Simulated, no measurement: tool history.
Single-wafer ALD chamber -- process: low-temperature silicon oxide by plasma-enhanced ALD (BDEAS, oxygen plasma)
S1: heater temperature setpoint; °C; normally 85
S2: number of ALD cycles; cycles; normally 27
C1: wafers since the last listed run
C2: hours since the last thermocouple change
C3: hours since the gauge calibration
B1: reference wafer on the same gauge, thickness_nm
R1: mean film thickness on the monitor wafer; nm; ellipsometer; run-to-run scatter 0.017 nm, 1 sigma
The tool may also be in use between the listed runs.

run	hour	S1	S2	C1	C2	C3	B1	R1
1	0	85	27	0	486.3	695.8	4.546	3.917
2	55.9	85	27	574	542.2	751.7	4.538	3.932
3	80.5	85	27	252	566.8	776.3	4.543	3.938
4	142.2	81	30	634	628.5	838	4.548	4.416
5	201.1	81	30	605	687.4	896.9	4.541	4.424
6	245.9	81	30	460	732.2	941.7	4.539	4.384
7	317.4	85	27	734	803.7	1013.2	4.536	3.946
8	341.8	85	27	250	828.1	1037.6	4.542	3.918
9	395.1	85	29	547	881.4	1090.9	4.542	4.181
10	466.7	85	29	735	953	1162.5	4.539	4.217
11	676	85	29	2150	1162.3	1371.8	4.542	4.201
12	722.8	85	27	480	1209.1	1418.6	4.536	3.935
13	774.9	78	27	535	1261.2	1470.7	4.54	3.988
14	827.5	78	27	540	1313.8	1523.3	4.539	4
15	1005.2	78	27	1826	1491.5	1701	4.532	4.021
16	1050.4	85	27	464	1536.7	1746.2	4.539	3.883
17	1113	88	24	643	1599.3	1808.8	4.539	3.449
18	1142.3	85	27	301	1628.6	1838.1	4.538	3.908
19	1175.6	85	27	342	1661.9	1871.4	4.538	3.923
# hour 1177.5: gauge calibrated
20	1233.9	92	27	599	1720.2	56.4	4.546	3.778
21	1300.6	92	27	685	1786.9	123.1	4.541	3.818

Predict the results of run 22:
22	1360.3	85	27	613	1846.6	182.8	?	?

{"run 22": {"B1": 4.543, "R1": 3.901}}
With the hidden condition absent and the run-to-run variation left alone, this run would have shown R1 3.993 nm.
